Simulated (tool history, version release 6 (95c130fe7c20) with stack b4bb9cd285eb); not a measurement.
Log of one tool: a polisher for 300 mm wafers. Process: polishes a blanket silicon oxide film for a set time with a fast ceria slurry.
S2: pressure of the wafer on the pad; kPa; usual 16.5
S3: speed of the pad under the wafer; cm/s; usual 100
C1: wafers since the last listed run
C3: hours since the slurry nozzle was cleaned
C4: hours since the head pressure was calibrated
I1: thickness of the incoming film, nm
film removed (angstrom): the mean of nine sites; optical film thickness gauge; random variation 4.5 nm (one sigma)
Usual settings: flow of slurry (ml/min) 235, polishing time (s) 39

run 1 hour=0 | flow_of_slurry_(ml/min)=255 S2=16.5 S3=100 polishing_time_(s)=32 | C1=0 wafers_polished_on_this_pad=234 C3=322.4 C4=322.7 | I1=2602.8 | film_removed_(angstrom)=4966
run 2 hour=46.8 | flow_of_slurry_(ml/min)=255 S2=16.5 S3=100 polishing_time_(s)=32 | C1=310 wafers_polished_on_this_pad=544 C3=369.2 C4=369.5 | I1=2599.4 | film_removed_(angstrom)=4890
-- hour=51.2 slurry nozzle cleaned
run 3 hour=77.1 | flow_of_slurry_(ml/min)=255 S2=16.5 S3=100 polishing_time_(s)=32 | C1=194 wafers_polished_on_this_pad=739 C3=25.9 C4=399.8 | I1=2572.3 | film_removed_(angstrom)=4942
run 4 hour=131.4 | flow_of_slurry_(ml/min)=235 S2=16.5 S3=100 polishing_time_(s)=39 | C1=359 wafers_polished_on_this_pad=1099 C3=80.2 C4=454.1 | I1=2600.6 | film_removed_(angstrom)=5859
run 5 hour=202 | flow_of_slurry_(ml/min)=235 S2=16.5 S3=100 polishing_time_(s)=39 | C1=467 wafers_polished_on_this_pad=1567 C3=150.8 C4=524.7 | I1=2628.2 | film_removed_(angstrom)=5871
run 6 hour=257.6 | flow_of_slurry_(ml/min)=235 S2=16.5 S3=100 polishing_time_(s)=39 | C1=368 wafers_polished_on_this_pad=1935 C3=206.4 C4=580.3 | I1=2555.6 | film_removed_(angstrom)=5825
-- hour=298.3 worn pad replaced by a new one
run 7 hour=321 | flow_of_slurry_(ml/min)=195 S2=16.5 S3=100 polishing_time_(s)=39 | C1=393 wafers_polished_on_this_pad=150 C3=269.8 C4=643.7 | I1=2615 | film_removed_(angstrom)=5974
run 8 hour=346.3 | flow_of_slurry_(ml/min)=195 S2=16.5 S3=100 polishing_time_(s)=39 | C1=167 wafers_polished_on_this_pad=317 C3=295.1 C4=669 | I1=2653.3 | film_removed_(angstrom)=5965
-- hour=368.6 slurry nozzle cleaned
run 9 hour=372.3 | flow_of_slurry_(ml/min)=195 S2=16.5 S3=100 polishing_time_(s)=39 | C1=165 wafers_polished_on_this_pad=483 C3=3.7 C4=695 | I1=2578.2 | film_removed_(angstrom)=5885
run 10 hour=399.4 | flow_of_slurry_(ml/min)=235 S2=16.5 S3=100 polishing_time_(s)=39 | C1=179 wafers_polished_on_this_pad=663 C3=30.8 C4=722.1 | I1=2608.3 | film_removed_(angstrom)=6055
run 11 hour=449.5 | flow_of_slurry_(ml/min)=235 S2=15.2 S3=74 polishing_time_(s)=39 | C1=332 wafers_polished_on_this_pad=995 C3=80.9 C4=772.2 | I1=2655.7 | film_removed_(angstrom)=4162
run 12 hour=484.6 | flow_of_slurry_(ml/min)=235 S2=15.2 S3=74 polishing_time_(s)=39 | C1=232 wafers_polished_on_this_pad=1228 C3=116 C4=807.3 | I1=2596.9 | film_removed_(angstrom)=4159
run 13 hour=524.7 | flow_of_slurry_(ml/min)=235 S2=16.5 S3=100 polishing_time_(s)=39 | C1=265 wafers_polished_on_this_pad=1493 C3=156.1 C4=847.4 | I1=2600.1 | film_removed_(angstrom)=6041
run 14 hour=549.3 | flow_of_slurry_(ml/min)=235 S2=16.5 S3=100 polishing_time_(s)=39 | C1=163 wafers_polished_on_this_pad=1656 C3=180.7 C4=872 | I1=2606 | film_removed_(angstrom)=5920
run 15 hour=600.1 | flow_of_slurry_(ml/min)=265 S2=16.5 S3=100 polishing_time_(s)=48 | C1=336 wafers_polished_on_this_pad=1993 C3=231.5 C4=922.8 | I1=2610.9 | film_removed_(angstrom)=7335
-- hour=615.2 worn pad replaced by a new one
run 16 hour=624.7 | flow_of_slurry_(ml/min)=265 S2=16.5 S3=100 polishing_time_(s)=48 | C1=136 wafers_polished_on_this_pad=63 C3=256.1 C4=947.4 | I1=2558.8 | film_removed_(angstrom)=7788
run 17 hour=687.5 | flow_of_slurry_(ml/min)=210 S2=12.4 S3=100 polishing_time_(s)=39 | C1=416 wafers_polished_on_this_pad=479 C3=318.9 C4=1010.2 | I1=2594.4 | film_removed_(angstrom)=5143
-- hour=715.9 slurry nozzle cleaned
run 18 hour=728.7 | flow_of_slurry_(ml/min)=210 S2=12.4 S3=100 polishing_time_(s)=39 | C1=266 wafers_polished_on_this_pad=746 C3=12.8 C4=1051.4 | I1=2592.2 | film_removed_(angstrom)=4981
run 19 hour=789 | flow_of_slurry_(ml/min)=190 S2=20.7 S3=84 polishing_time_(s)=51 | C1=399 wafers_polished_on_this_pad=1145 C3=73.1 C4=1111.7 | I1=2546 | film_removed_(angstrom)=7551
run 20 hour=845.7 | flow_of_slurry_(ml/min)=300 S2=21.4 S3=66 polishing_time_(s)=49 | C1=375 wafers_polished_on_this_pad=1521 C3=129.8 C4=1168.4 | I1=2628.1 | film_removed_(angstrom)=6094
run 21 hour=902.4 | flow_of_slurry_(ml/min)=235 S2=16.5 S3=126 polishing_time_(s)=31 | C1=375 wafers_polished_on_this_pad=1897 C3=186.5 C4=1225.1 | I1=2574.9 | film_removed_(angstrom)=6103
run 22 hour=944.1 | flow_of_slurry_(ml/min)=235 S2=15.2 S3=124 polishing_time_(s)=39 | C1=276 wafers_polished_on_this_pad=2173 C3=228.2 C4=1266.8 | I1=2587.4 | film_removed_(angstrom)=6955
-- hour=987.5 worn pad replaced by a new one
run 23 hour=990.5 | flow_of_slurry_(ml/min)=235 S2=16.5 S3=100 polishing_time_(s)=39 | C1=281 wafers_polished_on_this_pad=20 C3=274.6 C4=1313.2 | I1=2577.5 | film_removed_(angstrom)=6367
run 24 hour=1026.2 | flow_of_slurry_(ml/min)=270 S2=16.5 S3=112 polishing_time_(s)=39 | C1=236 wafers_polished_on_this_pad=256 C3=310.3 C4=1348.9 | I1=2655.5 | film_removed_(angstrom)=7067
run 25 hour=1065.2 | flow_of_slurry_(ml/min)=235 S2=16.5 S3=100 polishing_time_(s)=39 | C1=258 wafers_polished_on_this_pad=515 C3=349.3 C4=1387.9 | I1=2547.1 | film_removed_(angstrom)=6312
-- hour=1091.6 slurry nozzle cleaned
run 26 hour=1127.5 | flow_of_slurry_(ml/min)=275 S2=15.2 S3=100 polishing_time_(s)=39 | C1=406 wafers_polished_on_this_pad=921 C3=35.9 C4=1450.2 | I1=2593.3 | film_removed_(angstrom)=5984
run 27 hour=1167.5 | flow_of_slurry_(ml/min)=205 S2=16.5 S3=100 polishing_time_(s)=49 | C1=265 wafers_polished_on_this_pad=1186 C3=75.9 C4=1490.2 | I1=2557.6 | film_removed_(angstrom)=7559
run 28 hour=1214.1 | flow_of_slurry_(ml/min)=160 S2=14.5 S3=128 polishing_time_(s)=43 | C1=308 wafers_polished_on_this_pad=1495 C3=122.5 C4=1536.8 | I1=2638.1 | film_removed_(angstrom)=7621
-- hour=1288.7 worn pad replaced by a new one
run 29 hour=1289.2 | flow_of_slurry_(ml/min)=210 S2=12.4 S3=100 polishing_time_(s)=39 | C1=471 wafers_polished_on_this_pad=3 C3=197.6 C4=1611.9 | I1=2599.8 | film_removed_(angstrom)=5243
-- hour=1303.2 head pressure recalibrated
run 30 hour=1316.6 | flow_of_slurry_(ml/min)=275 S2=21.4 S3=110 polishing_time_(s)=52 | C1=168 wafers_polished_on_this_pad=171 C3=225 C4=13.4 | I1=2551.9 | film_removed_(angstrom)=10334
run 31 hour=1372.4 | flow_of_slurry_(ml/min)=170 S2=13.1 S3=68 polishing_time_(s)=46 | C1=369 wafers_polished_on_this_pad=541 C3=280.8 C4=69.2 | I1=2580.3 | film_removed_(angstrom)=3836
run 32 hour=1399.2 | flow_of_slurry_(ml/min)=235 S2=16.5 S3=100 polishing_time_(s)=39 | C1=177 wafers_polished_on_this_pad=719 C3=307.6 C4=96 | I1=2581.1 | film_removed_(angstrom)=5848
-- hour=1440.3 slurry nozzle cleaned
run 33 hour=1460.8 | flow_of_slurry_(ml/min)=235 S2=16.5 S3=100 polishing_time_(s)=39 | C1=401 wafers_polished_on_this_pad=1121 C3=20.5 C4=157.6 | I1=2560.5 | film_removed_(angstrom)=5795
run 34 hour=1515.9 | flow_of_slurry_(ml/min)=235 S2=20 S3=84 polishing_time_(s)=39 | C1=365 wafers_polished_on_this_pad=1486 C3=75.6 C4=212.7 | I1=2594.1 | film_removed_(angstrom)=5395
run 35 hour=1552.6 | flow_of_slurry_(ml/min)=235 S2=22.1 S3=112 polishing_time_(s)=50 | C1=243 wafers_polished_on_this_pad=1729 C3=112.3 C4=249.4 | I1=2594 | film_removed_(angstrom)=9863
-- hour=1577.6 worn pad replaced by a new one
run 36 hour=1607.5 | flow_of_slurry_(ml/min)=235 S2=19.3 S3=72 polishing_time_(s)=52 | C1=337 wafers_polished_on_this_pad=198 C3=167.2 C4=304.3 | I1=2616.9 | film_removed_(angstrom)=6281
run 37 hour=1658.9 | flow_of_slurry_(ml/min)=235 S2=16.5 S3=100 polishing_time_(s)=39 | C1=340 wafers_polished_on_this_pad=538 C3=218.6 C4=355.7 | I1=2589.5 | film_removed_(angstrom)=5884

Some steps in film removed (angstrom) between neighbouring runs. How much of each would the tool show without its hidden state too (settings, what came in, random variation), and how much is left for the hidden state, with any gauge scatter that isn't in both results?
The hidden state here: removal rate lost through wear of the pad, %; slurry flow missing at the pad, %; deviation of the head's pressure from its setpoint, %.
Run 15 -> 16: worn pad replaced by a new one. film removed (angstrom) +453: hidden state +395, all else +58.
Run 29 -> 30: flow of slurry (ml/min) 210 -> 275, S2 12.4 -> 21.4, S3 100 -> 110, polishing time (s) 39 -> 52, head pressure recalibrated. film removed (angstrom) +5091: hidden state -520, all else +5611.
Run 30 -> 31: flow of slurry (ml/min) 275 -> 170, S2 21.4 -> 13.1, S3 110 -> 68, polishing time (s) 52 -> 46. film removed (angstrom) -6498: hidden state +63, all else -6561.
Run 34 -> 35: S2 20 -> 22.1, S3 84 -> 112, polishing time (s) 39 -> 50. film removed (angstrom) +4468: hidden state -198, all else +4666.
Run 35 -> 36: S2 22.1 -> 19.3, S3 112 -> 72, polishing time (s) 50 -> 52, worn pad replaced by a new one. film removed (angstrom) -3582: hidden state +416, all else -3998.

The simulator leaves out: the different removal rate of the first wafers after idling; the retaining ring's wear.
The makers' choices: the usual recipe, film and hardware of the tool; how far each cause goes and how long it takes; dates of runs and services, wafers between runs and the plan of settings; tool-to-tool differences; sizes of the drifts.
